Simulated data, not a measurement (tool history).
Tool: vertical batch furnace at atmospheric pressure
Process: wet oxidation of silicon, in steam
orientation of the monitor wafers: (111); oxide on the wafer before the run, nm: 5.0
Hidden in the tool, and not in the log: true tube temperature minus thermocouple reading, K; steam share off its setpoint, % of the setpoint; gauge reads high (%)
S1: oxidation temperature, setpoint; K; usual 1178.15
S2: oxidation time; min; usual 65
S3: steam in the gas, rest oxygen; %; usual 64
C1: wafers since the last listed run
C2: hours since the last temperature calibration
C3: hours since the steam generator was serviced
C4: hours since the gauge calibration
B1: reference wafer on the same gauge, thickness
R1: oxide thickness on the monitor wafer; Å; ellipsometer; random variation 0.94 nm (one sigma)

run 1 hour=0 | S1=1160.15 S2=65 S3=57 | C1=0 C2=584.4 C3=2247.1 C4=509.5 | B1=141.69 | R1=1185.7
run 2 hour=35.8 | S1=1160.15 S2=65 S3=57 | C1=489 C2=620.2 C3=2282.9 C4=545.3 | B1=141.97 | R1=1179.5
run 3 hour=91.4 | S1=1183.15 S2=65 S3=64 | C1=759 C2=675.8 C3=2338.5 C4=600.9 | B1=141.78 | R1=1708.3
run 4 hour=130.5 | S1=1178.15 S2=65 S3=64 | C1=534 C2=714.9 C3=2377.6 C4=640 | B1=141.74 | R1=1637.6
run 5 hour=177.4 | S1=1178.15 S2=65 S3=64 | C1=640 C2=761.8 C3=2424.5 C4=686.9 | B1=142.01 | R1=1636.2
run 6 hour=212.6 | S1=1178.15 S2=65 S3=64 | C1=480 C2=797 C3=2459.7 C4=722.1 | B1=142.21 | R1=1639.9
run 7 hour=275.3 | S1=1178.15 S2=65 S3=64 | C1=856 C2=859.7 C3=2522.4 C4=784.8 | B1=141.54 | R1=1647.8
run 8 hour=346.3 | S1=1178.15 S2=65 S3=64 | C1=969 C2=930.7 C3=2593.4 C4=855.8 | B1=142.34 | R1=1638.3
run 9 hour=382.2 | S1=1178.15 S2=77.5 S3=64 | C1=490 C2=966.6 C3=2629.3 C4=891.7 | B1=141.7 | R1=1900.4
run 10 hour=406.3 | S1=1178.15 S2=77.5 S3=64 | C1=329 C2=990.7 C3=2653.4 C4=915.8 | B1=141.87 | R1=1900.8
run 11 hour=478.1 | S1=1178.15 S2=77.5 S3=64 | C1=980 C2=1062.5 C3=2725.2 C4=987.6 | B1=142.39 | R1=1915.3
run 12 hour=507.9 | S1=1178.15 S2=65 S3=64 | C1=407 C2=1092.3 C3=2755 C4=1017.4 | B1=142.02 | R1=1661.5
run 13 hour=542.3 | S1=1178.15 S2=65 S3=64 | C1=469 C2=1126.7 C3=2789.4 C4=1051.8 | B1=141.87 | R1=1644.6
run 14 hour=599.2 | S1=1178.15 S2=74 S3=64 | C1=777 C2=1183.6 C3=2846.3 C4=1108.7 | B1=141.96 | R1=1842.4
run 15 hour=632.2 | S1=1178.15 S2=74 S3=64 | C1=450 C2=1216.6 C3=2879.3 C4=1141.7 | B1=141.92 | R1=1844.5
-- hour=697 steam generator serviced
run 16 hour=697.5 | S1=1178.15 S2=65 S3=64 | C1=564 C2=1281.9 C3=0.5 C4=1207 | B1=142.27 | R1=1673.2
-- hour=729.2 thermocouples replaced and temperature profile calibrated
run 17 hour=745.5 | S1=1178.15 S2=65 S3=64 | C1=327 C2=16.3 C3=48.5 C4=1255 | B1=141.68 | R1=1713
run 18 hour=811 | S1=1178.15 S2=65 S3=64 | C1=894 C2=81.8 C3=114 C4=1320.5 | B1=142.12 | R1=1699.2
run 19 hour=865.7 | S1=1178.15 S2=89.5 S3=64 | C1=747 C2=136.5 C3=168.7 C4=1375.2 | B1=141.85 | R1=2223.4
run 20 hour=934.4 | S1=1178.15 S2=65 S3=64 | C1=938 C2=205.2 C3=237.4 C4=1443.9 | B1=142.3 | R1=1733
run 21 hour=967.8 | S1=1178.15 S2=65 S3=64 | C1=456 C2=238.6 C3=270.8 C4=1477.3 | B1=141.73 | R1=1724
run 22 hour=996.3 | S1=1202.15 S2=77.5 S3=59 | C1=389 C2=267.1 C3=299.3 C4=1505.8 | B1=142.16 | R1=2313.9
run 23 hour=1042.1 | S1=1201.15 S2=45 S3=75 | C1=625 C2=312.9 C3=345.1 C4=1551.6 | B1=141.88 | R1=1827.8
-- hour=1100.8 thermocouples replaced and temperature profile calibrated, repeated, since the last time left the tool worse
run 24 hour=1109.4 | S1=1178.15 S2=36 S3=68 | C1=591 C2=8.6 C3=412.4 C4=1618.9 | B1=142.23 | R1=1039.3
run 25 hour=1138 | S1=1178.15 S2=65 S3=71 | C1=390 C2=37.2 C3=441 C4=1647.5 | B1=142.19 | R1=1774.4
run 26 hour=1206.2 | S1=1178.15 S2=65 S3=64 | C1=931 C2=105.4 C3=509.2 C4=1715.7 | B1=141.83 | R1=1635.4
run 27 hour=1260.7 | S1=1162.15 S2=39 S3=69 | C1=744 C2=159.9 C3=563.7 C4=1770.2 | B1=142.16 | R1=912.5
run 28 hour=1313.8 | S1=1178.15 S2=65 S3=64 | C1=725 C2=213 C3=616.8 C4=1823.3 | B1=142.19 | R1=1629.5
run 29 hour=1353.5 | S1=1164.15 S2=74 S3=73 | C1=542 C2=252.7 C3=656.5 C4=1863 | B1=141.95 | R1=1689.3
run 30 hour=1418.7 | S1=1178.15 S2=65 S3=64 | C1=890 C2=317.9 C3=721.7 C4=1928.2 | B1=142.28 | R1=1616.9
-- hour=1432.3 gauge calibrated
run 31 hour=1470.8 | S1=1178.15 S2=65 S3=64 | C1=711 C2=370 C3=773.8 C4=38.5 | B1=141.82 | R1=1649.6
run 32 hour=1513.8 | S1=1178.15 S2=74 S3=59 | C1=587 C2=413 C3=816.8 C4=81.5 | B1=142.2 | R1=1692.8
run 33 hour=1557.7 | S1=1178.15 S2=95.5 S3=52 | C1=599 C2=456.9 C3=860.7 C4=125.4 | B1=141.74 | R1=1887.6
run 34 hour=1618.6 | S1=1178.15 S2=65 S3=76 | C1=831 C2=517.8 C3=921.6 C4=186.3 | B1=142.06 | R1=1898.9
run 35 hour=1667.6 | S1=1178.15 S2=65 S3=64 | C1=669 C2=566.8 C3=970.6 C4=235.3 | B1=141.73 | R1=1629.9
run 36 hour=1729.8 | S1=1178.15 S2=95.5 S3=58 | C1=849 C2=629 C3=1032.8 C4=297.5 | B1=142.29 | R1=2058.2
run 37 hour=1759 | S1=1166.15 S2=65 S3=53 | C1=398 C2=658.2 C3=1062 C4=326.7 | B1=141.96 | R1=1212.2
run 38 hour=1826.1 | S1=1178.15 S2=65 S3=67 | C1=916 C2=725.3 C3=1129.1 C4=393.8 | B1=142.1 | R1=1694.4
run 39 hour=1878.8 | S1=1200.15 S2=65 S3=55 | C1=719 C2=778 C3=1181.8 C4=446.5 | B1=141.84 | R1=1811.8

What the log doesn't show, run by run:
steam share off its setpoint, % of the setpoint: 0 in every run
gauge reads high (%): 0 in every run
H1: true tube temperature minus thermocouple reading, K
run=1 H1=0.494
run=2 H1=0.55
run=3 H1=0.643
run=4 H1=0.713
run=5 H1=0.802
run=6 H1=0.873
run=7 H1=1.01
run=8 H1=1.17
run=9 H1=1.26
run=10 H1=1.32
run=11 H1=1.51
run=12 H1=1.59
run=13 H1=1.69
run=14 H1=1.86
run=15 H1=1.96
run=16 H1=2.17
run=17 H1=5
run=18 H1=5.01
run=19 H1=5.02
run=20 H1=5.05
run=21 H1=5.07
run=22 H1=5.09
run=23 H1=5.13
run=24 H1=0.166
run=25 H1=0.168
run=26 H1=0.18
run=27 H1=0.199
run=28 H1=0.224
run=29 H1=0.248
run=30 H1=0.296
run=31 H1=0.342
run=32 H1=0.385
run=33 H1=0.435
run=34 H1=0.511
run=35 H1=0.579
run=36 H1=0.675
run=37 H1=0.724
run=38 H1=0.843
run=39 H1=0.945
